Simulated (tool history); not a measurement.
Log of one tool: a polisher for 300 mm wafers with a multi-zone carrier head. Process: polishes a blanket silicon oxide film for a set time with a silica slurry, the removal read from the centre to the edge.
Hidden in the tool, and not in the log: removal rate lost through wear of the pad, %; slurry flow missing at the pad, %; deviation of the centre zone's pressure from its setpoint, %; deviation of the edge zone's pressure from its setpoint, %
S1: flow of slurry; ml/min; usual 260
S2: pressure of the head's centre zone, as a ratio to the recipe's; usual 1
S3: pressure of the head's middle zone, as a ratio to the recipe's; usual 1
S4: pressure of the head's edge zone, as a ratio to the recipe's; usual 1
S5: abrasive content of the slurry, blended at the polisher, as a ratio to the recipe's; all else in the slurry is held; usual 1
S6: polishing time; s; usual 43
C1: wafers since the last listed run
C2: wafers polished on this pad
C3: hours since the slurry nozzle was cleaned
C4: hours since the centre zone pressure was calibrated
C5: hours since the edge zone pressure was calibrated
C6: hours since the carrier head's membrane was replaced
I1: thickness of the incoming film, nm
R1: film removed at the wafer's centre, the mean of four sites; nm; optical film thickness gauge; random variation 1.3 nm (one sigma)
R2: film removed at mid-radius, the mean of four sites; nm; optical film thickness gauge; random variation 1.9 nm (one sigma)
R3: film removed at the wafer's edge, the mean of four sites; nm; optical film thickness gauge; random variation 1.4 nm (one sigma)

run     day   S1    S2    S3    S4    S5  S6   C1    C2     C3     C4      C5     C6     I1     R1     R2     R3
  1       0  260     1     1     1     1  43    0  1012  214.4  545.4  1121.5   18.6  985.8  204.1    200  204.3
  2   0.533  260     1     1     1     1  43  148  1161  227.2  558.2  1134.3   31.4  981.1  202.3  201.2  206.6
  3   0.854  345  1.12     1  1.08     1  29   89  1250  234.9  565.9    1142   39.1  964.6    155  138.3  144.7
      1.038  -- worn pad replaced by a new one
  4   1.146  260  1.03   1.1     1     1  37   34    30  241.9  572.9    1149   46.1  962.2  176.6  187.3  175.2
  5   1.658  315     1     1  0.96  0.85  43  143   173  254.2  585.2  1161.3   58.4  967.3  191.4    189  190.2
  6   2.229  260     1     1     1     1  43  159   332  267.9  598.9    1175   72.1  960.1  199.8  198.1    206
       2.55  -- centre zone pressure recalibrated
      2.583  -- slurry nozzle cleaned
  7   3.788  260   0.9     1     1     1  43  401   734   28.9   29.7  1212.4  109.5  950.2  189.5  203.3  208.7
  8     4.5  260  1.05     1     1     1  43  198   933     46   46.8  1229.5  126.6  971.1  216.8  204.4  205.7
      4.592  -- edge zone pressure recalibrated
      5.092  -- worn pad replaced by a new one
  9   5.112  260     1     1     1     1  43  101     5   60.7   61.5    12.5  141.3  979.5  206.5  201.3  206.3
 10   5.746  350     1  0.89   0.9     1  43  176   182   75.9   76.7    27.7  156.5  972.5  212.4  187.5  207.4
 11   6.004  260     1     1  1.06   1.2  43   72   254   82.1   82.9    33.9  162.7  957.7  222.3  222.3  230.5
 12   6.492  180  1.08     1     1     1  43  136   390   93.8   94.6    45.6  174.4  966.9  211.9  196.2  200.8
 13   7.071  260     1     1     1   0.9  43  161   551  107.7  108.5    59.5  188.3  973.2  193.8  193.6  193.7
 14   8.738  335     1     1   1.1     1  43  465  1016  147.7  148.5    99.5  228.3  980.7  210.6  205.7  215.8
 15   9.383  260     1  1.05     1     1  43  180  1197  163.2    164     115  243.8  976.2  201.6  209.5  205.9
      9.667  -- worn pad replaced by a new one
 16   9.688  305     1     1     1   1.2  43   38     6  170.5  171.3   122.3  251.1  974.8  222.1  224.3    225
 17  10.175  260     1     1     1     1  43  136   142  182.2    183     134  262.8  954.7  202.5  200.3    205
 18  10.542  320     1     1     1     1  43  102   244    191  191.8   142.8  271.6  974.9  208.6  207.2  206.8
 19  10.854  260     1  0.93  0.95     1  43   87   331  198.5  199.3   150.3  279.1  973.1  201.5  191.4  201.8
 20  11.408  300  1.04     1     1     1  32  154   486  211.8  212.6   163.6  292.4    964  157.5  154.1  155.4
 21  11.746  260  1.11  1.05     1  1.15  35   94   580  219.9  220.7   171.7  300.5  969.5  192.3  183.2  177.4

Hidden state or all else? Some run-to-run changes of R1, split into what the settings, what came in and random variation would give without the hidden state, and what is left for the hidden state (with any gauge scatter that isn't in both results):
Run 2 -> 3: S1 260 -> 345, S2 1 -> 1.12, S4 1 -> 1.08, S6 43 -> 29. R1 -47.3 nm: hidden state +1.9, all else -49.2.
Run 6 -> 7: S2 1 -> 0.9, centre zone pressure recalibrated, slurry nozzle cleaned. R1 -10.3 nm: hidden state +5.1, all else -15.4.
Run 19 -> 20: S1 260 -> 300, S2 1 -> 1.04, S3 0.93 -> 1, S4 0.95 -> 1, S6 43 -> 32. R1 -44 nm: hidden state +1.3, all else -45.3.
